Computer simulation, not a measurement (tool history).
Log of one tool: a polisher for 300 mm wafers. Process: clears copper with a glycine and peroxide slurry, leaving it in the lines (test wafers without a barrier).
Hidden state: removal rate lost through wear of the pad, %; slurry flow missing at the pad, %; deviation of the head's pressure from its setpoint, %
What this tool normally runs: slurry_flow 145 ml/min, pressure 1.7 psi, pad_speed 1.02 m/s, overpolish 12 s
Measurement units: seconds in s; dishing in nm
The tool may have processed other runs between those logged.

run	hour	slurry_flow	pressure	pad_speed	overpolish	wafers since the last listed run	wafers polished on this pad	hours since the slurry nozzle was cleaned	hours since the head pressure was calibrated	incoming thickness of the incoming film, nm	seconds	dishing
1	0	145	1.7	1.24	12	0	909	219.6	454.4	361.7	81.2	35
2	62.2	145	1.7	1.24	12	610	1519	281.8	516.6	366.4	79	36.2
3	89.8	125	1.4	1.02	12	270	1790	309.4	544.2	359.4	106.9	28.4
4	137.5	145	1.7	0.9	12	468	2258	357.1	591.9	359.6	101.9	28.8
5	180.8	145	1.7	0.9	12	424	2683	400.4	635.2	364.6	101.6	29.2
# hour 191.3: worn pad replaced by a new one
# hour 232.7: head pressure recalibrated
6	233.2	145	2	1.02	12	455	391	452.8	0.5	365	83.3	34.9
7	273.2	145	1.7	0.76	10	392	784	492.8	40.5	352.9	113	22.6
8	317	145	1.7	0.76	10	429	1213	536.6	84.3	361.2	119.4	22.4
9	347.9	145	1.7	0.76	10	303	1517	567.5	115.2	360.2	118.7	22.2
# hour 423.5: worn pad replaced by a new one
10	459.3	145	1.7	1.02	12	1053	350	678.9	226.6	360	97.8	30.1
11	497.3	145	1.7	1.02	12	372	723	716.9	264.6	357.3	97.4	30.2
12	554.4	165	1.7	1.02	12	560	1284	774	321.7	356.8	96.3	30.8
# hour 571.4: slurry nozzle cleaned
13	589.8	145	1.7	1.02	12	337	1621	18.4	357.1	354.6	90.6	32.2
14	642.1	130	1.7	1.02	5	513	2134	70.7	409.4	365	96.1	14.3
# hour 695.2: worn pad replaced by a new one
15	704.1	145	1.7	1.02	12	569	87	132.7	471.4	354	91.2	31.3
16	752.8	145	1.7	1.02	12	477	565	181.4	520.1	365.6	93.6	30.4
17	784.7	145	1.7	1.12	12	313	878	213.3	552	352.3	84.8	32.8
18	812.5	145	1.7	0.76	10	272	1151	241.1	579.8	354.6	112.9	23.1
19	883.5	145	1.7	1.02	12	696	1847	312.1	650.8	364	93.6	30.4
20	913.7	145	1.7	1.02	12	296	2144	342.3	681	361	93.1	30.8
# hour 953.3: head pressure recalibrated
# hour 959.3: worn pad replaced by a new one
21	982.8	115	1.5	0.8	8	619	231	411.4	29.5	360.4	127.7	16.4
22	1012.9	145	1.7	1.02	9	295	526	441.5	59.6	356.5	93.4	24.8
23	1059.6	115	2.2	1.14	19	458	984	488.2	106.3	362.4	75.5	54.5
24	1102.9	170	1.1	0.76	5	424	1409	531.5	149.6	353	150.4	9.1
25	1173.4	145	1.9	1.02	12	691	2101	602	220.1	360.7	88.8	31
# hour 1215.6: worn pad replaced by a new one
26	1237.2	160	1.7	0.84	10	586	211	665.8	283.9	356.4	108	23.7

Forecast each of these 5 alternatives for the next run:
A	1237.7	145	1.7	0.84	12	4	216	666.3	284.4	361.5	?	?
B	1237.7	110	2.1	0.74	14	4	216	666.3	284.4	361.5	?	?
C	1237.7	125	1.9	1.28	12	4	216	666.3	284.4	361.5	?	?
D	1237.7	145	1.7	1.02	6	4	216	666.3	284.4	361.5	?	?
E	1237.7	165	2	1.38	6	4	216	666.3	284.4	361.5	?	?

run	seconds	dishing
A	113.5	25.9
B	112.9	30.1
C	78	35.1
D	98.6	15.9
E	66.9	22.5
Without the tool's hidden state the same runs would have given:
run	seconds	dishing
A	105.5	27.6
B	103.4	32.4
C	72	37.4
D	91.6	17
E	62.5	23.8
